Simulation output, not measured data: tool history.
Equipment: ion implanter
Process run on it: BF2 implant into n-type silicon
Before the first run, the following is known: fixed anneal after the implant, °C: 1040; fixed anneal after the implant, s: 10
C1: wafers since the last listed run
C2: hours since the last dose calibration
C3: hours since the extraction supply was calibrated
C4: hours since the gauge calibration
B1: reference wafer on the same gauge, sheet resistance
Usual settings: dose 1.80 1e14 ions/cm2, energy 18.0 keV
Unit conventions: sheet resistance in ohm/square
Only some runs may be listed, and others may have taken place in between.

{"run": 1, "day": 0.0, "dose": 1.8, "energy": 18.0, "C1": 0, "C2": 1184.6, "C3": 4978.4, "C4": 242.7, "B1": 542.36, "sheet resistance": 608.95}
{"run": 2, "day": 0.638, "dose": 1.8, "energy": 18.0, "C1": 293, "C2": 1199.9, "C3": 4993.7, "C4": 258.0, "B1": 541.86, "sheet resistance": 608.35}
{"run": 3, "day": 1.079, "dose": 1.8, "energy": 18.0, "C1": 203, "C2": 1210.5, "C3": 5004.3, "C4": 268.6, "B1": 542.28, "sheet resistance": 608.21}
{"run": 4, "day": 1.438, "dose": 1.8, "energy": 18.0, "C1": 164, "C2": 1219.1, "C3": 5012.9, "C4": 277.2, "B1": 542.65, "sheet resistance": 608.66}
{"run": 5, "day": 1.775, "dose": 1.8, "energy": 18.0, "C1": 155, "C2": 1227.2, "C3": 5021.0, "C4": 285.3, "B1": 542.36, "sheet resistance": 606.58}
{"run": 6, "day": 2.179, "dose": 1.8, "energy": 18.0, "C1": 185, "C2": 1236.9, "C3": 5030.7, "C4": 295.0, "B1": 541.78, "sheet resistance": 607.42}
{"run": 7, "day": 2.929, "dose": 1.8, "energy": 18.0, "C1": 345, "C2": 1254.9, "C3": 5048.7, "C4": 313.0, "B1": 541.85, "sheet resistance": 611.01}
{"run": 8, "day": 3.483, "dose": 1.56, "energy": 18.0, "C1": 254, "C2": 1268.2, "C3": 5062.0, "C4": 326.3, "B1": 541.93, "sheet resistance": 686.13}
{"run": 9, "day": 3.788, "dose": 1.56, "energy": 18.0, "C1": 139, "C2": 1275.5, "C3": 5069.3, "C4": 333.6, "B1": 542.09, "sheet resistance": 686.84}
{"run": 10, "day": 4.296, "dose": 2.17, "energy": 22.0, "C1": 233, "C2": 1287.7, "C3": 5081.5, "C4": 345.8, "B1": 541.49, "sheet resistance": 506.58}
{"run": 11, "day": 4.8, "dose": 2.17, "energy": 22.0, "C1": 231, "C2": 1299.8, "C3": 5093.6, "C4": 357.9, "B1": 541.88, "sheet resistance": 508.53}
{"run": 12, "day": 6.646, "dose": 2.17, "energy": 22.0, "C1": 849, "C2": 1344.1, "C3": 5137.9, "C4": 402.2, "B1": 541.94, "sheet resistance": 506.8}
{"run": 13, "day": 7.388, "dose": 2.17, "energy": 18.0, "C1": 341, "C2": 1361.9, "C3": 5155.7, "C4": 420.0, "B1": 542.65, "sheet resistance": 516.68}
{"run": 14, "day": 7.912, "dose": 2.17, "energy": 18.0, "C1": 241, "C2": 1374.5, "C3": 5168.3, "C4": 432.6, "B1": 541.77, "sheet resistance": 518.43}
{"run": 15, "day": 8.625, "dose": 1.8, "energy": 18.0, "C1": 327, "C2": 1391.6, "C3": 5185.4, "C4": 449.7, "B1": 541.88, "sheet resistance": 606.21}
{"run": 16, "day": 9.208, "dose": 1.8, "energy": 18.0, "C1": 268, "C2": 1405.6, "C3": 5199.4, "C4": 463.7, "B1": 541.55, "sheet resistance": 607.21}
{"run": 17, "day": 9.692, "dose": 1.62, "energy": 18.0, "C1": 222, "C2": 1417.2, "C3": 5211.0, "C4": 475.3, "B1": 542.13, "sheet resistance": 663.5}
{"run": 18, "day": 10.238, "dose": 1.8, "energy": 18.0, "C1": 251, "C2": 1430.3, "C3": 5224.1, "C4": 488.4, "B1": 541.88, "sheet resistance": 603.65}
{"run": 19, "day": 10.742, "dose": 1.31, "energy": 13.5, "C1": 231, "C2": 1442.4, "C3": 5236.2, "C4": 500.5, "B1": 541.9, "sheet resistance": 825.88}
{"run": 20, "day": 11.392, "dose": 1.8, "energy": 18.0, "C1": 299, "C2": 1458.0, "C3": 5251.8, "C4": 516.1, "B1": 541.35, "sheet resistance": 606.09}
{"run": 21, "day": 11.762, "dose": 2.22, "energy": 23.0, "C1": 170, "C2": 1466.9, "C3": 5260.7, "C4": 525.0, "B1": 541.79, "sheet resistance": 491.92}
{"run": 22, "day": 12.012, "dose": 1.53, "energy": 18.0, "C1": 115, "C2": 1472.9, "C3": 5266.7, "C4": 531.0, "B1": 542.1, "sheet resistance": 694.87}
{"day": 12.712, "done": "Faraday cup replaced and dose calibrated"}
{"run": 23, "day": 12.733, "dose": 1.35, "energy": 20.5, "C1": 178, "C2": 0.5, "C3": 5284.0, "C4": 548.3, "B1": 542.14, "sheet resistance": 787.54}
{"day": 13.467, "done": "extraction supply calibrated"}
{"run": 24, "day": 13.488, "dose": 1.8, "energy": 18.0, "C1": 193, "C2": 18.6, "C3": 0.5, "C4": 566.4, "B1": 542.2, "sheet resistance": 629.71}
{"run": 25, "day": 13.5, "dose": 2.0, "energy": 12.5, "C1": 5, "C2": 18.9, "C3": 0.8, "C4": 566.7, "B1": 541.87, "sheet resistance": 595.99}
{"run": 26, "day": 14.188, "dose": 2.14, "energy": 18.0, "C1": 316, "C2": 35.4, "C3": 17.3, "C4": 583.2, "B1": 541.74, "sheet resistance": 539.36}
{"run": 27, "day": 14.675, "dose": 1.36, "energy": 18.0, "C1": 224, "C2": 47.1, "C3": 29.0, "C4": 594.9, "B1": 541.87, "sheet resistance": 794.92}
{"run": 28, "day": 15.208, "dose": 1.35, "energy": 15.0, "C1": 245, "C2": 59.9, "C3": 41.8, "C4": 607.7, "B1": 541.84, "sheet resistance": 820.17}
{"day": 15.4, "done": "gauge calibrated"}
{"run": 29, "day": 15.642, "dose": 1.44, "energy": 18.0, "C1": 199, "C2": 70.3, "C3": 52.2, "C4": 5.8, "B1": 541.98, "sheet resistance": 757.69}
{"run": 30, "day": 16.258, "dose": 1.8, "energy": 23.5, "C1": 283, "C2": 85.1, "C3": 67.0, "C4": 20.6, "B1": 542.26, "sheet resistance": 608.17}
{"run": 31, "day": 16.962, "dose": 1.8, "energy": 18.0, "C1": 323, "C2": 102.0, "C3": 83.9, "C4": 37.5, "B1": 542.49, "sheet resistance": 625.96}
{"run": 32, "day": 17.512, "dose": 1.8, "energy": 18.0, "C1": 253, "C2": 115.2, "C3": 97.1, "C4": 50.7, "B1": 541.69, "sheet resistance": 626.47}
{"run": 33, "day": 17.938, "dose": 1.8, "energy": 18.0, "C1": 195, "C2": 125.4, "C3": 107.3, "C4": 60.9, "B1": 541.73, "sheet resistance": 625.94}
{"run": 34, "day": 18.496, "dose": 1.43, "energy": 18.0, "C1": 256, "C2": 138.8, "C3": 120.7, "C4": 74.3, "B1": 542.1, "sheet resistance": 762.04}
{"run": 35, "day": 19.175, "dose": 2.27, "energy": 21.5, "C1": 312, "C2": 155.1, "C3": 137.0, "C4": 90.6, "B1": 542.0, "sheet resistance": 502.43}
{"run": 36, "day": 19.838, "dose": 2.12, "energy": 13.5, "C1": 304, "C2": 171.0, "C3": 152.9, "C4": 106.5, "B1": 541.96, "sheet resistance": 558.93}
{"run": 37, "day": 20.171, "dose": 1.6, "energy": 15.5, "C1": 153, "C2": 179.0, "C3": 160.9, "C4": 114.5, "B1": 541.98, "sheet resistance": 704.01}

Branching from run 37: 4 alternative next runs. What would each branch give?
{"run": "A", "day": 20.188, "dose": 1.8, "energy": 20.0, "C1": 7, "C2": 179.4, "C3": 161.3, "C4": 114.9, "B1": "?", "sheet resistance": "?"}
{"run": "B", "day": 20.188, "dose": 1.94, "energy": 14.0, "C1": 7, "C2": 179.4, "C3": 161.3, "C4": 114.9, "B1": "?", "sheet resistance": "?"}
{"run": "C", "day": 20.188, "dose": 2.26, "energy": 18.0, "C1": 7, "C2": 179.4, "C3": 161.3, "C4": 114.9, "B1": "?", "sheet resistance": "?"}
{"run": "D", "day": 20.188, "dose": 1.97, "energy": 13.5, "C1": 7, "C2": 179.4, "C3": 161.3, "C4": 114.9, "B1": "?", "sheet resistance": "?"}

run=A B1=541.86 sheet_resistance=618.49
run=B B1=541.86 sheet_resistance=603.05
run=C B1=541.86 sheet_resistance=515.20
run=D B1=541.86 sheet_resistance=597.36
Stripped of hidden state, with their random variation kept, the same runs would have yielded:
run=A sheet_resistance=622.53
run=B sheet_resistance=607.08
run=C sheet_resistance=518.58
run=D sheet_resistance=601.35
